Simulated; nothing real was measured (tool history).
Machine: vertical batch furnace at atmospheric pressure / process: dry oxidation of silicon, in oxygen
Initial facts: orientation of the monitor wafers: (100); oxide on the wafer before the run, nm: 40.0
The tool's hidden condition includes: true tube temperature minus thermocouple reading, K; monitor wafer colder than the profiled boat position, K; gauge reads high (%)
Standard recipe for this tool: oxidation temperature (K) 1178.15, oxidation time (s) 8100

run,day,oxidation temperature (K),oxidation time (s),wafers since the last listed run,hours since the last temperature calibration,hours since the boat lift was adjusted,hours since the gauge calibration,"read-back reference wafer on the same gauge, thickness",oxide thickness on the monitor wafer (Å)
1,0,1178.15,8100,0,3055.6,1565.8,503.5,70.52,607.3
# day 1.029: thermocouples replaced and temperature profile calibrated
2,1.05,1178.15,8100,9,0.5,1591,528.7,70.47,608.4
3,1.288,1178.15,8100,46,6.2,1596.7,534.4,70.49,607.3
# day 1.408: gauge calibrated
4,1.588,1178.15,9930,58,13.4,1603.9,4.3,70.49,649.4
5,2.333,1178.15,9930,145,31.3,1621.8,22.2,70.5,650.6
# day 3.346: boat lift adjusted
6,3.367,1178.15,9690,6,56.1,0.5,47,70.49,658.3
7,3.888,1178.15,9690,101,68.6,13,59.5,70.5,657.7
8,4.688,1178.15,9450,155,87.8,32.2,78.7,70.49,653.3
9,5.188,1178.15,9450,97,99.8,44.2,90.7,70.5,653.1
10,6.021,1194.15,8100,162,119.8,64.2,110.7,70.5,674.2
11,6.7,1194.15,8100,132,136.1,80.5,127,70.47,675.9
12,7.542,1178.15,8100,164,156.3,100.7,147.2,70.53,619
13,7.971,1178.15,8100,83,166.6,111,157.5,70.5,620.3
14,8.821,1178.15,8100,165,187,131.4,177.9,70.5,618.7
15,9.312,1171.15,4320,95,198.8,143.2,189.7,70.49,511.1
16,9.862,1159.15,6330,107,212,156.4,202.9,70.5,532.7
17,10.342,1191.15,9750,93,223.5,167.9,214.4,70.52,714.3
18,11.067,1188.15,10650,141,240.9,185.3,231.8,70.5,725.1
19,11.571,1185.15,8100,98,253,197.4,243.9,70.48,641.3
20,12.029,1178.15,5550,89,264,208.4,254.9,70.5,555
21,12.467,1186.15,11940,85,274.5,218.9,265.4,70.51,749.6
22,12.971,1191.15,10110,98,286.6,231,277.5,70.5,720.3
23,13.317,1178.15,8100,67,294.9,239.3,285.8,70.53,621.3
24,14.004,1178.15,9690,134,311.4,255.8,302.3,70.48,658.6
25,14.554,1178.15,9300,107,324.6,269,315.5,70.51,649
26,15.192,1188.15,5460,124,339.9,284.3,330.8,70.53,574.4
27,15.633,1178.15,8100,86,350.5,294.9,341.4,70.51,619.3
28,16.171,1178.15,8100,104,363.4,307.8,354.3,70.49,620.3
29,16.704,1169.15,10170,103,376.2,320.6,367.1,70.49,634.8
30,17.042,1165.15,11730,65,384.3,328.7,375.2,70.48,654.5
31,17.529,1161.15,11790,95,396,340.4,386.9,70.48,642.8
32,17.988,1156.15,8100,89,407,351.4,397.9,70.5,557.2
33,18.808,1156.15,6300,160,426.7,371.1,417.6,70.49,524.6
34,19.233,1190.15,8100,82,436.9,381.3,427.8,70.47,659.5
35,20.225,1178.15,8100,193,460.7,405.1,451.6,70.46,618
36,20.617,1178.15,8100,76,470.1,414.5,461,70.51,618.4
37,21.075,1153.15,10740,89,481.1,425.5,472,70.51,597.4
38,21.675,1185.15,6300,116,495.5,439.9,486.4,70.49,593.9

Some steps in oxide thickness on the monitor wafer (Å), run to run, broken into two amounts with sign: the step expected even without the hidden condition (settings, incoming material, random variation), and the rest, left for the hidden condition together with whatever gauge scatter is not in both the measured and the hidden-condition-free result:
Run 3 -> 4: oxidation time (s) 8100 -> 9930, gauge calibrated. oxide thickness on the monitor wafer (Å) +42.1: hidden state -2.6, all else +44.7.
Run 5 -> 6: oxidation time (s) 9930 -> 9690, boat lift adjusted. oxide thickness on the monitor wafer (Å) +7.7: hidden state +13.6, all else -5.9.
Run 16 -> 17: oxidation temperature (K) 1159.15 -> 1191.15, oxidation time (s) 6330 -> 9750. oxide thickness on the monitor wafer (Å) +181.6: hidden state -1.3, all else +182.9.
Run 20 -> 21: oxidation temperature (K) 1178.15 -> 1186.15, oxidation time (s) 5550 -> 11940. oxide thickness on the monitor wafer (Å) +194.6: hidden state -1.6, all else +196.2.
Run 33 -> 34: oxidation temperature (K) 1156.15 -> 1190.15, oxidation time (s) 6300 -> 8100. oxide thickness on the monitor wafer (Å) +134.9: hidden state -1.3, all else +136.2.

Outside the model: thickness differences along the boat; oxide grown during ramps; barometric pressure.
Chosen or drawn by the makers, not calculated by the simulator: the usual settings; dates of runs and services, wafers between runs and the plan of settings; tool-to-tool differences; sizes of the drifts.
